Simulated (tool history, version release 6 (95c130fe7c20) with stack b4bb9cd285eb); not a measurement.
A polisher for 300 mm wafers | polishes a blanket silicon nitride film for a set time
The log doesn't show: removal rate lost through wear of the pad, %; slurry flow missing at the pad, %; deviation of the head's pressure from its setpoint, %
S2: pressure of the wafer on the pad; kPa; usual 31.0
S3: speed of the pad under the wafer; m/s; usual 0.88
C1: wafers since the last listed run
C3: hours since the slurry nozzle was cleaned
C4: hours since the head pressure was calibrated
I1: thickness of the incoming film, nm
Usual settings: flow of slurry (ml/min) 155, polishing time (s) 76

Run 1, hour 0.0: usual settings but polishing time (s) 88; C1 0; wafers polished on this pad 711; C3 865.8; C4 900.6; I1 568.1. Result: film removed (Å) 1667.
Run 2, hour 13.8: usual settings but polishing time (s) 66; C1 133; wafers polished on this pad 845; C3 879.6; C4 914.4; I1 569.7. Result: film removed (Å) 1293.
At hour 27.5: worn pad replaced by a new one.
Run 3, hour 35.0: usual settings but polishing time (s) 61; C1 166; wafers polished on this pad 72; C3 900.8; C4 935.6; I1 571.8. Result: film removed (Å) 1187.
Run 4, hour 46.8: usual settings but polishing time (s) 61; C1 114; wafers polished on this pad 186; C3 912.6; C4 947.4; I1 570.5. Result: film removed (Å) 1158.
Run 5, hour 60.1: usual settings but polishing time (s) 61; C1 128; wafers polished on this pad 315; C3 925.9; C4 960.7; I1 571.4. Result: film removed (Å) 1179.
Run 6, hour 70.3: usual settings but S2 25.5 kPa; C1 98; wafers polished on this pad 414; C3 936.1; C4 970.9; I1 568.8. Result: film removed (Å) 1218.
Run 7, hour 77.3: usual settings; C1 67; wafers polished on this pad 482; C3 943.1; C4 977.9; I1 561.2. Result: film removed (Å) 1463.
Run 8, hour 87.2: usual settings; C1 95; wafers polished on this pad 578; C3 953.0; C4 987.8; I1 568.8. Result: film removed (Å) 1456.
Run 9, hour 99.4: usual settings; C1 118; wafers polished on this pad 696; C3 965.2; C4 1000.0; I1 578.3. Result: film removed (Å) 1480.
At hour 114.4: slurry nozzle cleaned.
Run 10, hour 114.9: usual settings but S2 35.9 kPa; C1 140; wafers polished on this pad 837; C3 0.5; C4 1015.5; I1 575.0. Result: film removed (Å) 1725.
At hour 117.1: head pressure recalibrated.
Run 11, hour 131.0: usual settings; C1 136; wafers polished on this pad 973; C3 16.6; C4 13.9; I1 561.6. Result: film removed (Å) 1506.
Run 12, hour 140.7: usual settings; C1 93; wafers polished on this pad 1067; C3 26.3; C4 23.6; I1 569.3. Result: film removed (Å) 1459.
At hour 149.7: worn pad replaced by a new one.
Run 13, hour 151.3: usual settings but flow of slurry (ml/min) 185; C1 63; wafers polished on this pad 15; C3 36.9; C4 34.2; I1 569.5. Result: film removed (Å) 1544.
Run 14, hour 167.8: usual settings; C1 159; wafers polished on this pad 175; C3 53.4; C4 50.7; I1 576.1. Result: film removed (Å) 1487.
Run 15, hour 175.8: usual settings but S3 0.64 m/s, polishing time (s) 68; C1 77; wafers polished on this pad 253; C3 61.4; C4 58.7; I1 570.6. Result: film removed (Å) 1018.
Run 16, hour 181.9: usual settings but S2 21.4 kPa, S3 0.58 m/s; C1 59; wafers polished on this pad 312; C3 67.5; C4 64.8; I1 562.5. Result: film removed (Å) 739.
Run 17, hour 217.1: usual settings; C1 341; wafers polished on this pad 653; C3 102.7; C4 100.0; I1 578.6. Result: film removed (Å) 1466.
Run 18, hour 224.4: usual settings but S2 33.8 kPa, polishing time (s) 67; C1 70; wafers polished on this pad 723; C3 110.0; C4 107.3; I1 565.5. Result: film removed (Å) 1384.
Run 19, hour 238.4: usual settings but polishing time (s) 52; C1 135; wafers polished on this pad 859; C3 124.0; C4 121.3; I1 573.2. Result: film removed (Å) 999.
Run 20, hour 245.2: usual settings but flow of slurry (ml/min) 130, S2 37.2 kPa; C1 65; wafers polished on this pad 925; C3 130.8; C4 128.1; I1 570.7. Result: film removed (Å) 1724.
Run 21, hour 260.1: usual settings; C1 144; wafers polished on this pad 1069; C3 145.7; C4 143.0; I1 569.6. Result: film removed (Å) 1494.
At hour 267.6: worn pad replaced by a new one.
Run 22, hour 273.6: usual settings but flow of slurry (ml/min) 130, S2 27.6 kPa, S3 1.06 m/s, polishing time (s) 56; C1 92; wafers polished on this pad 57; C3 159.2; C4 156.5; I1 569.5. Result: film removed (Å) 1085.
Run 23, hour 286.5: usual settings but S2 22.1 kPa, S3 1.18 m/s, polishing time (s) 92; C1 124; wafers polished on this pad 182; C3 172.1; C4 169.4; I1 564.1. Result: film removed (Å) 1582.
Run 24, hour 303.5: usual settings; C1 164; wafers polished on this pad 347; C3 189.1; C4 186.4; I1 576.4. Result: film removed (Å) 1441.
Run 25, hour 311.8: usual settings but S3 0.98 m/s; C1 80; wafers polished on this pad 427; C3 197.4; C4 194.7; I1 576.7. Result: film removed (Å) 1632.
Run 26, hour 320.4: usual settings but S2 20.7 kPa, S3 0.70 m/s; C1 83; wafers polished on this pad 511; C3 206.0; C4 203.3; I1 572.0. Result: film removed (Å) 826.
Run 27, hour 338.2: usual settings but polishing time (s) 88; C1 172; wafers polished on this pad 683; C3 223.8; C4 221.1; I1 575.1. Result: film removed (Å) 1709.
Run 28, hour 353.8: usual settings but S2 40.0 kPa; C1 151; wafers polished on this pad 834; C3 239.4; C4 236.7; I1 575.7. Result: film removed (Å) 1886.
Run 29, hour 368.0: usual settings but polishing time (s) 89; C1 137; wafers polished on this pad 972; C3 253.6; C4 250.9; I1 573.7. Result: film removed (Å) 1718.

How the hidden state differs across the entries between the runs, from the last listed run before each to the first after it:
Between runs 2 and 3: worn pad replaced by a new one (hour 27.5)
  no hidden state differs between the two runs
Between runs 9 and 10: slurry nozzle cleaned (hour 114.4)
  no hidden state differs between the two runs
Between runs 10 and 11: head pressure recalibrated (hour 117.1)
  no hidden state differs between the two runs
Between runs 12 and 13: worn pad replaced by a new one (hour 149.7)
  no hidden state differs between the two runs
Between runs 21 and 22: worn pad replaced by a new one (hour 267.6)
  no hidden state differs between the two runs
